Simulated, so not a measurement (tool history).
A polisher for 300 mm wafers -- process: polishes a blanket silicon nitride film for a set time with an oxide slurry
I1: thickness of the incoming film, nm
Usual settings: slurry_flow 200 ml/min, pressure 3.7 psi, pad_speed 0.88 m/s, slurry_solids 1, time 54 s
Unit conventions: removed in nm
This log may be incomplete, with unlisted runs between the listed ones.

Run 1, hour 0: usual settings; I1 426.4. Result: removed 37.5 nm.
At hour 13: worn pad replaced by a new one.
Run 2, hour 21.1: usual settings; I1 432.5. Result: removed 36.7 nm.
Run 3, hour 53.6: usual settings; I1 429.9. Result: removed 36.3 nm.
Run 4, hour 75.8: usual settings but slurry_flow 150 ml/min; I1 425.6. Result: removed 34.4 nm.
Run 5, hour 104.9: usual settings; I1 431.2. Result: removed 35.6 nm.
At hour 135: worn pad replaced by a new one.
At hour 137.1: conditioning disc replaced and pad reconditioned.
Run 6, hour 138.3: usual settings; I1 436. Result: removed 37 nm.
At hour 198.8: head pressure recalibrated.
Run 7, hour 212.3: usual settings; I1 424.4. Result: removed 36.8 nm.
Run 8, hour 241.6: usual settings; I1 427.6. Result: removed 36.1 nm.
Run 9, hour 267.5: usual settings but time 62 s; I1 430.2. Result: removed 41 nm.
At hour 273: worn pad replaced by a new one.
Run 10, hour 281.9: usual settings but pad_speed 1 m/s; I1 421.4. Result: removed 38.7 nm.
At hour 304.4: conditioning disc replaced and pad reconditioned.
Run 11, hour 305.8: usual settings but pad_speed 1 m/s; I1 432.4. Result: removed 41.1 nm.
Run 12, hour 318.9: usual settings but pad_speed 0.68 m/s, time 65 s; I1 433.5. Result: removed 36.8 nm.
At hour 331.5: slurry blender recalibrated.
At hour 371.7: slurry nozzle cleaned.
At hour 410.1: worn pad replaced by a new one.
Run 13, hour 421: usual settings but slurry_flow 170 ml/min, pad_speed 1.02 m/s; I1 433.1. Result: removed 39.6 nm.
At hour 455.5: conditioning disc replaced and pad reconditioned.
Run 14, hour 456: usual settings but slurry_flow 255 ml/min, pressure 4.9 psi, slurry_solids 1.1, time 63 s; I1 430.3. Result: removed 59.7 nm.
Run 15, hour 469.6: usual settings; I1 432.6. Result: removed 37.3 nm.
Run 16, hour 482.1: usual settings but slurry_flow 145 ml/min, pressure 2.9 psi, pad_speed 0.98 m/s, slurry_solids 0.85; I1 439.2. Result: removed 29.1 nm.
Run 17, hour 514.5: usual settings; I1 436.8. Result: removed 37.1 nm.
Run 18, hour 529.4: usual settings but pad_speed 1.16 m/s, time 41 s; I1 431.1. Result: removed 34.8 nm.
At hour 537.7: worn pad replaced by a new one.
Run 19, hour 559.7: usual settings but pad_speed 0.8 m/s, slurry_solids 0.9; I1 430.6. Result: removed 32.4 nm.
Run 20, hour 595.2: usual settings but pressure 4.6 psi, pad_speed 0.7 m/s; I1 427.5. Result: removed 35.9 nm.
Run 21, hour 616.9: usual settings but pressure 2.8 psi; I1 426.6. Result: removed 27.6 nm.
At hour 631.7: conditioning disc replaced and pad reconditioned.
Run 22, hour 649.5: usual settings but pressure 3.3 psi; I1 437.1. Result: removed 34.1 nm.

Branching from run 22: 3 alternative next runs. What would each branch give?
Run A, hour 649.9: usual settings; I1 427.9. Result: removed ?.
Run B, hour 649.9: usual settings but slurry_solids 0.8, time 64 s; I1 427.9. Result: removed ?.
Run C, hour 649.9: usual settings but pressure 2.6 psi, pad_speed 0.76 m/s, slurry_solids 0.85, time 44 s; I1 427.9. Result: removed ?.

run  removed
  A     37.7
  B     40.9
  C     18.8
Had the tool no hidden state, the same runs would have come out as:
run  removed
  A     37.7
  B       41
  C     18.8
